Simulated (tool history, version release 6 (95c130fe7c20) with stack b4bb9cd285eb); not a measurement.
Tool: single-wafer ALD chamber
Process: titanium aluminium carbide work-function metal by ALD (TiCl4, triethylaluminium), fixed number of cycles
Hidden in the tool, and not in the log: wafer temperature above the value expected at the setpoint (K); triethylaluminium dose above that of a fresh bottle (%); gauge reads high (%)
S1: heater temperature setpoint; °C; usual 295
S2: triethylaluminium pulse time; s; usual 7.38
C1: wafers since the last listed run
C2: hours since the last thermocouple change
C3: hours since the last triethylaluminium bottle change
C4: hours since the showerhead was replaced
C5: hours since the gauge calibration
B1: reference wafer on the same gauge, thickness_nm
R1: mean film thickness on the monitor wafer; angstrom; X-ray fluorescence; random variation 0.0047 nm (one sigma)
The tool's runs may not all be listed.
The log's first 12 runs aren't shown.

run	day	S1	S2	C1	C2	C3	C4	C5	B1	R1
13	7.221	295	5.13	131	1525.1	1009.5	3864	390.9	1.76	12.72
14	7.567	295	5.13	81	1533.4	1017.8	3872.3	399.2	1.761	12.74
# day 8.342: gauge calibrated
15	8.504	295	5.13	219	1555.9	1040.3	3894.8	3.9	1.76	12.74
16	8.946	295	7.38	103	1566.5	1050.9	3905.4	14.5	1.76	17.63
17	9.408	289	5.37	108	1577.6	1062	3916.5	25.6	1.759	13.13
18	10.021	295	7.38	143	1592.3	1076.7	3931.2	40.3	1.759	17.72
19	10.304	295	7.38	66	1599.1	1083.5	3938	47.1	1.76	17.75
20	10.842	295	8.98	126	1612	1096.4	3950.9	60	1.76	19.07
21	11.408	295	7.38	132	1625.6	1110	3964.5	73.6	1.76	17.66
# day 12.15: triethylaluminium bottle replaced
22	12.171	308	6.53	100	1643.9	0.5	3982.8	91.9	1.759	18.72
23	12.521	290	5.51	82	1652.3	8.9	3991.2	100.3	1.76	15
# day 13.079: thermocouple changed; heater temperature recalibrated
# day 13.112: showerhead replaced
24	13.133	304	6.46	57	1.3	23.6	0.5	115	1.76	18.31
25	13.592	295	9.51	107	12.3	34.6	11.5	126	1.76	19.88
26	13.904	281	8.32	73	19.8	42.1	19	133.5	1.761	17.97
27	14.612	304	6.62	166	36.8	59.1	36	150.5	1.76	18.32
28	15.554	295	7.38	220	59.4	81.7	58.6	173.1	1.761	18.63
29	15.808	295	10.15	59	65.5	87.8	64.7	179.2	1.76	19.96
30	16.1	300	8.76	68	72.5	94.8	71.7	186.2	1.761	20
31	16.521	301	10.04	98	82.6	104.9	81.8	196.3	1.759	20.47
32	17.004	303	4.76	113	94.2	116.5	93.4	207.9	1.761	12.91
33	17.254	289	8.48	58	100.2	122.5	99.4	213.9	1.76	18.78

4 ways to go on from here, each from the tool as it stands after run 33. What would each give?
A	17.271	295	7.38	3	100.6	122.9	99.8	214.3	?	?
B	17.271	290	9.06	3	100.6	122.9	99.8	214.3	?	?
C	17.271	289	5.21	3	100.6	122.9	99.8	214.3	?	?
D	17.271	295	9.57	3	100.6	122.9	99.8	214.3	?	?

run	B1	R1
A	1.759	18.52
B	1.759	19.18
C	1.759	13.75
D	1.759	19.86
Without the tool's hidden state the same runs would have given:
run	R1
A	18.83
B	19.34
C	14.27
D	19.99
